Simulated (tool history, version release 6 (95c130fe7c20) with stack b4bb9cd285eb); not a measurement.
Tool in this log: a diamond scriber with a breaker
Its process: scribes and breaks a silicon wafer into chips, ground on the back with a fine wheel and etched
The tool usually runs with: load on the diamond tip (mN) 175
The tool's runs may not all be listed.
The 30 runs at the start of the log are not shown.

run	hour	load on the diamond tip (mN)	incoming depth of the damage left on the back of the incoming wafer, um	depth of the median crack under the scribed line (nm)	chips rejected at inspection after the break (%)
31	1489.1	132	0.67	10640	4.72
32	1533.6	152	0.72	11110	2.37
33	1573.2	175	0.37	12480	1.54
34	1637.5	206	0.49	13210	1.1
35	1707.7	225	0.34	13800	1.63
36	1737.5	222	0.35	14100	1.54
37	1803.9	175	0.64	11940	1.8
# hour 1809.8: diamond tip replaced by a new one
38	1846.7	175	0.54	11900	1.85
39	1876.8	134	0.31	10830	5.57

Run 40 is up next; what results do you expect?
40	1902.8	175	0.65	?	?

depth of the median crack under the scribed line (nm): 12370
chips rejected at inspection after the break (%): 2.04
The same run, on a tool lacking any hidden state, would have yielded depth of the median crack under the scribed line (nm) 13400, chips rejected at inspection after the break (%) 1.36.
